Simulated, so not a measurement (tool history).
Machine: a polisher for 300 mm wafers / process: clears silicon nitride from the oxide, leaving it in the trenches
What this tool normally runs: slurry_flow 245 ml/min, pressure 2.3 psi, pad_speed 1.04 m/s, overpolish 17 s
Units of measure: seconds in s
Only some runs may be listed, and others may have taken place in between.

run   hour  slurry_flow  pressure  pad_speed  overpolish  incoming thickness of the incoming film, nm  seconds
  1    0.0          245       2.3       1.04          17                                        100.8     96.1
      37.0  -- worn pad replaced by a new one
  2   59.7          245       2.3       1.04          17                                         98.5     92.8
  3  109.7          245       2.3       1.04          17                                         99.6     89.9
  4  173.3          245       2.3       0.88          17                                         99.2    107.7
     241.8  -- worn pad replaced by a new one
  5  267.4          245       2.3       0.88          17                                         99.7    106.3
  6  320.8          245       2.3       1.04          17                                        100.2     93.8
     356.8  -- head pressure recalibrated
  7  360.6          245       2.3       1.04          17                                         99.5     87.6
     381.9  -- slurry nozzle cleaned
  8  406.5          245       2.3       1.04          17                                         99.2     86.3
  9  462.6          190       2.0       1.38          21                                         99.4     78.7
     480.4  -- worn pad replaced by a new one
 10  516.0          205       2.3       1.04          17                                        102.1     89.4
     549.5  -- head pressure recalibrated, repeated, since the last time left the tool worse
 11  581.4          245       1.6       1.04          17                                        101.9    142.6
     679.9  -- worn pad replaced by a new one
 12  682.0          200       2.0       0.88          21                                         98.8    136.2
 13  781.8          245       2.3       0.74          17                                        100.0    136.8
     801.3  -- slurry nozzle cleaned
 14  859.2          245       2.3       0.74          17                                        100.1    136.7
     892.2  -- worn pad replaced by a new one
 15  970.8          210       2.3       1.38          17                                        101.8     74.9

Run 16 has not been measured yet. What should we expect?
 16  1007.2          175       3.1       1.30          11                                        101.8        ?

seconds: 60.5 s
The same run, on a tool lacking any hidden state, would have yielded seconds 63.0 s.

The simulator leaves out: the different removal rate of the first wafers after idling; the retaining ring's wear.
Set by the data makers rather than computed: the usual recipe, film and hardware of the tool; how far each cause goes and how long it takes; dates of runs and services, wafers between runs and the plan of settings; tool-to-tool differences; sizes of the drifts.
